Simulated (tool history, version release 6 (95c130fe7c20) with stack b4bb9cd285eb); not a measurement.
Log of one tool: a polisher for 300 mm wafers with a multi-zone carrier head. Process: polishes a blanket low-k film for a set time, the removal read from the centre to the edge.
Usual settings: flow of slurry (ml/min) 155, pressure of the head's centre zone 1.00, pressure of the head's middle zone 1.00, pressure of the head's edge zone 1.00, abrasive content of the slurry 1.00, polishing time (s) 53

run     day  flow of slurry (ml/min)  pressure of the head's centre zone  pressure of the head's middle zone  pressure of the head's edge zone  abrasive content of the slurry  polishing time (s)  wafers since the last listed run  wafers polished on this pad  hours since the slurry nozzle was cleaned  hours since the centre zone pressure was calibrated  hours since the edge zone pressure was calibrated  hours since the carrier head's membrane was replaced  incoming thickness of the incoming film, nm  film removed at the wafer's centre (Å)  film removed at mid-radius (Å)  film removed at the wafer's edge (Å)
  1   0.000                      155                                0.92                                1.00                              1.00                            1.00                  53                                 0                         1511                                      395.4                                                364.3                                             1122.6                                                1146.6                                        309.8                                     203                             221                                   223
  2   2.833                      155                                0.92                                1.00                              1.00                            1.00                  53                               507                         2018                                      463.4                                                432.3                                             1190.6                                                1214.6                                        311.4                                     204                             222                                   220
  3   4.758                      155                                1.00                                1.00                              1.00                            1.00                  53                               344                         2363                                      509.6                                                478.5                                             1236.8                                                1260.8                                        308.9                                     214                             223                                   227
      7.550  -- worn pad replaced by a new one
  4   7.962                      155                                1.00                                1.00                              1.00                            1.00                  53                               543                           73                                      586.5                                                555.4                                             1313.7                                                1337.7                                        302.8                                     213                             217                                   219
     17.633  -- slurry nozzle cleaned
  5  17.779                      155                                1.00                                1.00                              1.00                            1.00                  53                              1749                         1823                                        3.5                                                791.0                                             1549.3                                                1573.3                                        306.8                                     226                             227                                   229
     18.858  -- carrier head's membrane replaced by a new one
  6  19.358                      155                                1.00                                1.00                              1.00                            1.00                  53                               245                         2068                                       41.4                                                828.9                                             1587.2                                                  12.0                                        313.9                                     226                             227                                   228
     19.838  -- centre zone pressure recalibrated
     21.638  -- worn pad replaced by a new one
     22.571  -- edge zone pressure recalibrated
  7  29.283                      155                                1.00                                1.00                              1.04                            1.00                  53                              1716                         1353                                      279.6                                                226.7                                              161.1                                                 250.2                                        305.8                                     219                             223                                   233
  8  33.133                      155                                1.00                                1.00                              1.04                            1.00                  53                               689                         2042                                      372.0                                                319.1                                              253.5                                                 342.6                                        314.2                                     218                             222                                   227
  9  34.667                      155                                1.00                                1.00                              1.04                            1.00                  53                               274                         2316                                      408.8                                                355.9                                              290.3                                                 379.4                                        306.4                                     217                             220                                   224
     35.338  -- worn pad replaced by a new one
 10  38.425                      155                                1.00                                0.93                              1.00                            1.00                  53                               642                          552                                      499.0                                                446.1                                              380.5                                                 469.6                                        308.9                                     217                             205                                   219
 11  40.675                      155                                0.96                                1.08                              1.00                            1.20                  53                               402                          955                                      553.0                                                500.1                                              434.5                                                 523.6                                        310.9                                     223                             250                                   237

Forecast run 12:
 12  43.808                      110                                0.95                                1.00                              1.00                            0.85                  68                               560                         1515                                      628.2                                                575.3                                              509.7                                                 598.8                                        308.8                                       ?                               ?                                     ?

Run 12 gave film removed at the wafer's centre (Å) 209, film removed at mid-radius (Å) 226, film removed at the wafer's edge (Å) 241.
Without the tool's hidden state the same run would have given film removed at the wafer's centre (Å) 237, film removed at mid-radius (Å) 252, film removed at the wafer's edge (Å) 259.

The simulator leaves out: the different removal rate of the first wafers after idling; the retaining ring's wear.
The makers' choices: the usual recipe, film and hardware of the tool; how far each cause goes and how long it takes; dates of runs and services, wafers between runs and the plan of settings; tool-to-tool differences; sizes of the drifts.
